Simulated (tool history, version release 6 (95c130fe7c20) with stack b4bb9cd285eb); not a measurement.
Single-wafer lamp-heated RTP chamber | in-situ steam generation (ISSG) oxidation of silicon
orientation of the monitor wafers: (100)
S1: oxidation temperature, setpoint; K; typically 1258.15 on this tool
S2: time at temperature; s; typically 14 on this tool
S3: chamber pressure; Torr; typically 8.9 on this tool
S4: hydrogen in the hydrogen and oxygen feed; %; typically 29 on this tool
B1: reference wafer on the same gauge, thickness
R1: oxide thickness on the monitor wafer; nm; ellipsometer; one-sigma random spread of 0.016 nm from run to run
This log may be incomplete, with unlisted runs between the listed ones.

run 1 hour=0.0 | S1=1258.15 S2=14 S3=8.9 S4=29 | B1=6.131 | R1=5.449
run 2 hour=29.4 | S1=1258.15 S2=14 S3=8.9 S4=29 | B1=6.129 | R1=5.455
run 3 hour=58.7 | S1=1258.15 S2=14 S3=8.9 S4=29 | B1=6.127 | R1=5.457
run 4 hour=86.1 | S1=1258.15 S2=14 S3=8.9 S4=29 | B1=6.132 | R1=5.452
run 5 hour=120.8 | S1=1258.15 S2=14 S3=8.9 S4=29 | B1=6.124 | R1=5.467
run 6 hour=152.3 | S1=1258.15 S2=14 S3=8.9 S4=29 | B1=6.127 | R1=5.455
run 7 hour=171.4 | S1=1258.15 S2=10 S3=8.9 S4=29 | B1=6.130 | R1=4.781
run 8 hour=192.5 | S1=1258.15 S2=14 S3=8.9 S4=29 | B1=6.133 | R1=5.452
run 9 hour=221.1 | S1=1258.15 S2=14 S3=8.9 S4=29 | B1=6.127 | R1=5.459
run 10 hour=227.3 | S1=1258.15 S2=14 S3=8.9 S4=29 | B1=6.132 | R1=5.465
run 11 hour=239.9 | S1=1269.15 S2=18 S3=7.8 S4=32 | B1=6.129 | R1=6.583
run 12 hour=272.9 | S1=1258.15 S2=14 S3=7.8 S4=29 | B1=6.130 | R1=5.508
run 13 hour=287.5 | S1=1258.15 S2=14 S3=8.9 S4=29 | B1=6.122 | R1=5.474
run 14 hour=307.2 | S1=1241.15 S2=10 S3=7.6 S4=23 | B1=6.129 | R1=4.312
run 15 hour=324.5 | S1=1258.15 S2=14 S3=8.9 S4=29 | B1=6.125 | R1=5.453
run 16 hour=381.1 | S1=1258.15 S2=14 S3=9.6 S4=32 | B1=6.124 | R1=5.481
run 17 hour=410.9 | S1=1258.15 S2=14 S3=7.5 S4=29 | B1=6.125 | R1=5.516
run 18 hour=438.7 | S1=1258.15 S2=14 S3=8.9 S4=29 | B1=6.128 | R1=5.436
run 19 hour=455.8 | S1=1242.15 S2=14 S3=8.9 S4=29 | B1=6.130 | R1=5.190
run 20 hour=543.3 | S1=1273.15 S2=14 S3=8.9 S4=29 | B1=6.127 | R1=5.740

Removed from this log: 7 entries logged between the listed runs. Between which two listed runs does each belong, and how does the tool's hidden state at the listed run before it compare with that at the listed run after it?
In the gap between runs 4 and 5: gauge calibrated (hour 95.5); pyrometer window cleaned and pyrometer calibrated (hour 118.6)
  nothing in the hidden state changes from one run to the other
In the gap between runs 8 and 9: pressure gauge zeroed (hour 220.6)
  nothing in the hidden state changes from one run to the other
In the gap between runs 11 and 12: pyrometer window cleaned and pyrometer calibrated (hour 272.4)
  nothing in the hidden state changes from one run to the other
In the gap between runs 14 and 15: hydrogen flow controller replaced (hour 317.9)
  nothing in the hidden state changes from one run to the other
In the gap between runs 15 and 16: gauge calibrated (hour 358.5)
  nothing in the hidden state changes from one run to the other
In the gap between runs 16 and 17: pyrometer window cleaned and pyrometer calibrated (hour 410.4)
  nothing in the hidden state changes from one run to the other
